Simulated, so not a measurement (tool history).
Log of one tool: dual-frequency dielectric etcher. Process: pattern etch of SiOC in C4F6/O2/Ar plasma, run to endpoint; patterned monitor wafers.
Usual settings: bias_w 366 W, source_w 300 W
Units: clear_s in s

run   hour  bias_w  source_w  incoming incoming film thickness, nm  clear_s
  1    0.0     420       300                                 31.73     12.6
  2    8.4     366       320                                 31.93     13.1
  3   18.8     311       250                                 31.49     15.1
  4   25.5     311       250                                 31.42     15.0
  5   31.8     311       250                                 31.33     15.0
  6   44.2     366       330                                 31.57     12.8
  7   51.7     366       330                                 31.78     12.9
  8   83.8     366       330                                 32.05     13.0
     119.3  -- wet clean of the chamber
  9  119.8     366       300                                 31.29     13.8
 10  120.2     366       300                                 31.44     13.8
 11  128.4     386       300                                 31.21     13.4
     156.7  -- bias power generator calibrated
     157.0  -- upper electrode replaced, of another model than before
 12  157.5     366       340                                 31.41     13.3
 13  157.8     294       260                                 31.58     16.5
 14  160.9     420       300                                 31.80     12.8
 15  170.9     452       360                                 31.50     11.6
 16  177.3     300       320                                 31.93     15.7
     182.6  -- source power generator calibrated
 17  184.6     457       240                                 31.61     12.7
 18  194.8     366       300                                 31.69     13.8
 19  207.8     452       280                                 31.46     12.2
 20  219.9     399       360                                 31.46     12.3
 21  237.9     366       260                                 31.51     14.2
 22  247.5     281       350                                 31.49     15.7
 23  262.0     274       270                                 31.28     17.1

Forecast run 24:
 24  275.4     436       230                                 31.15        ?

clear_s: 12.8 s
Without the tool's hidden state the same run would have given clear_s 13.0 s.
